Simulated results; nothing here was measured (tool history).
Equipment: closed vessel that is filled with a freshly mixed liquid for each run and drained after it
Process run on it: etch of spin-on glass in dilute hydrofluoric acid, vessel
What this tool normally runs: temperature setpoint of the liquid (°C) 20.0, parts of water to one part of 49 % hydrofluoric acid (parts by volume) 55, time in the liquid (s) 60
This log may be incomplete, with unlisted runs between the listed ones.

run	hour	temperature setpoint of the liquid (°C)	parts of water to one part of 49 % hydrofluoric acid (parts by volume)	time in the liquid (s)	wafers since the last listed run	hours since the thermometer was replaced	hours since the hydrofluoric acid flow meter was replaced	hours since the gauge calibration	read-back film thickness of the spin-on glass reference wafer, read on the same gauge (nm)	thickness taken off the spin-on glass on a monitor wafer (nm)
1	0.0	24.0	40	60	0	1417.0	1487.8	822.6	130.01	49.38
# hour 94.0: hydrofluoric acid flow meter replaced
2	98.4	24.0	40	60	12383	1515.4	4.4	921.0	130.01	50.29
3	179.3	24.0	40	60	10286	1596.3	85.3	1001.9	130.03	49.48
4	228.2	20.0	55	60	6217	1645.2	134.2	1050.8	130.00	29.91
5	312.2	20.0	55	60	10680	1729.2	218.2	1134.8	130.01	30.22
6	382.1	20.0	55	60	8887	1799.1	288.1	1204.7	130.01	30.45
# hour 430.1: gauge calibrated
7	430.6	20.0	55	60	6166	1847.6	336.6	0.5	129.98	30.57
8	501.8	17.0	55	60	9052	1918.8	407.8	71.7	130.00	26.59
9	574.1	17.0	55	60	9192	1991.1	480.1	144.0	130.00	26.75
10	656.0	17.0	55	60	10413	2073.0	562.0	225.9	129.99	26.86
11	738.0	20.0	55	40	10425	2155.0	644.0	307.9	130.00	20.42
# hour 742.6: thermometer replaced
12	845.5	20.0	55	40	13540	102.9	751.5	415.4	130.02	19.48
13	934.6	17.0	65	60	11328	192.0	840.6	504.5	130.00	21.43
14	1036.9	17.0	65	60	13006	294.3	942.9	606.8	130.01	21.31
15	1118.6	20.0	55	45	10387	376.0	1024.6	688.5	130.02	21.77
16	1203.1	20.0	55	60	10743	460.5	1109.1	773.0	130.00	29.11
17	1310.8	24.5	80	30	13693	568.2	1216.8	880.7	130.01	11.70
18	1374.7	24.5	40	85	8124	632.1	1280.7	944.6	130.00	69.61
19	1473.9	17.0	65	40	12612	731.3	1379.9	1043.8	129.98	14.31
# hour 1515.1: hydrofluoric acid flow meter replaced
20	1527.2	22.5	40	60	6649	784.6	12.1	1097.1	129.98	45.91
21	1606.5	20.0	70	35	10082	863.9	91.4	1176.4	130.01	13.32
22	1672.6	24.0	25	95	8404	930.0	157.5	1242.5	130.00	125.79
23	1730.2	23.5	55	60	7323	987.6	215.1	1300.1	129.99	34.02
# hour 1782.1: gauge calibrated
24	1823.9	20.0	55	60	11913	1081.3	308.8	41.8	130.01	29.39
25	1913.8	22.5	40	60	11430	1171.2	398.7	131.7	130.01	46.33
26	2012.6	24.5	70	80	12561	1270.0	497.5	230.5	129.97	36.74
27	2119.1	24.0	40	60	13540	1376.5	604.0	337.0	129.99	49.10
28	2212.4	17.0	55	60	11862	1469.8	697.3	430.3	129.99	26.32
29	2250.6	17.5	70	30	4856	1508.0	735.5	468.5	130.00	10.43
30	2292.5	21.5	55	40	5327	1549.9	777.4	510.4	130.01	21.28
31	2340.1	20.0	55	60	6052	1597.5	825.0	558.0	130.00	29.76
32	2416.6	20.0	30	60	9726	1674.0	901.5	634.5	130.01	56.96

5 options for the next run, each taken on its own from the tool as it stands now. Forecast them:
A	2417.3	20.0	55	30	89	1674.7	902.2	635.2	?	?
B	2417.3	20.0	35	60	89	1674.7	902.2	635.2	?	?
C	2417.3	20.0	35	95	89	1674.7	902.2	635.2	?	?
D	2417.3	18.0	75	35	89	1674.7	902.2	635.2	?	?
E	2417.3	20.0	70	60	89	1674.7	902.2	635.2	?	?

run	read-back film thickness of the spin-on glass reference wafer, read on the same gauge (nm)	thickness taken off the spin-on glass on a monitor wafer (nm)
A	130.01	15.03
B	130.01	48.41
C	130.01	76.65
D	130.01	11.54
E	130.01	23.19
With the hidden condition removed and each run's random variation left untouched, the same runs would have given:
run	thickness taken off the spin-on glass on a monitor wafer (nm)
A	14.38
B	46.29
C	73.29
D	11.04
E	22.20
